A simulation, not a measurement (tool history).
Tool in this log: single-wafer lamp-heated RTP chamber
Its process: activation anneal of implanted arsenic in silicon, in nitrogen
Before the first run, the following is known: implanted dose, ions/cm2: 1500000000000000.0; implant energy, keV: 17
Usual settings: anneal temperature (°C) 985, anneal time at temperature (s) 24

run	hour	anneal temperature (°C)	anneal time at temperature (s)	wafers since the last listed run	wafers since the last pyrometer calibration	wafers since the reflector plate was cleaned	hours since the gauge calibration	read-back reference wafer on the same gauge, sheet resistance	sheet resistance of the implanted and annealed layer (ohm/square)
1	0.0	996	24	0	1972	1946	712.2	104.12	112.03
2	92.7	996	24	1450	3422	3396	804.9	103.99	109.88
3	153.6	996	24	952	4375	4349	865.8	103.88	110.12
# hour 197.2: pyrometer window cleaned and pyrometer calibrated
4	402.9	985	28	3774	3218	8123	1115.1	104.00	113.13
5	446.3	985	28	678	3897	8802	1158.5	103.87	111.78
6	498.5	1000	24	816	4713	9618	1210.7	104.12	106.20
# hour 540.5: reflector plate cleaned
# hour 560.2: pyrometer window cleaned and pyrometer calibrated
7	593.5	1006	24	1235	521	703	1305.7	104.28	109.35
8	667.1	1006	24	1151	1672	1855	1379.3	104.20	107.81
9	758.6	985	24	1431	3104	3286	1470.8	103.64	116.67
10	842.2	1002	24	1307	4411	4594	1554.4	104.06	108.27
# hour 877.9: pyrometer window cleaned and pyrometer calibrated
11	949.1	999	24	1547	1113	6141	1661.3	103.99	109.92
12	1034.9	999	24	1342	2455	7483	1747.1	103.80	108.66
13	1115.7	1005	13	1263	3719	8747	1827.9	103.78	115.82
14	1178.7	985	24	985	4704	9732	1890.9	103.90	114.02
# hour 1262.3: reflector plate cleaned
15	1264.8	1007	30	1221	5926	39	1977.0	104.35	100.62
# hour 1283.6: gauge calibrated
# hour 1299.8: pyrometer window cleaned and pyrometer calibrated
16	1309.1	985	24	567	145	607	25.5	104.05	121.45
17	1346.9	985	24	591	737	1198	63.3	103.97	120.52
18	1386.6	985	24	621	1358	1819	103.0	103.88	120.03

Expected results for the next run?
19	1480.0	1012	29	1461	2819	3280	196.4	?	?

{"run 19": {"read-back reference wafer on the same gauge, sheet resistance": 104.22, "sheet resistance of the implanted and annealed layer (ohm/square)": 100.34}}
The same run, on a tool lacking any hidden state, would have yielded sheet resistance of the implanted and annealed layer (ohm/square) 104.34.
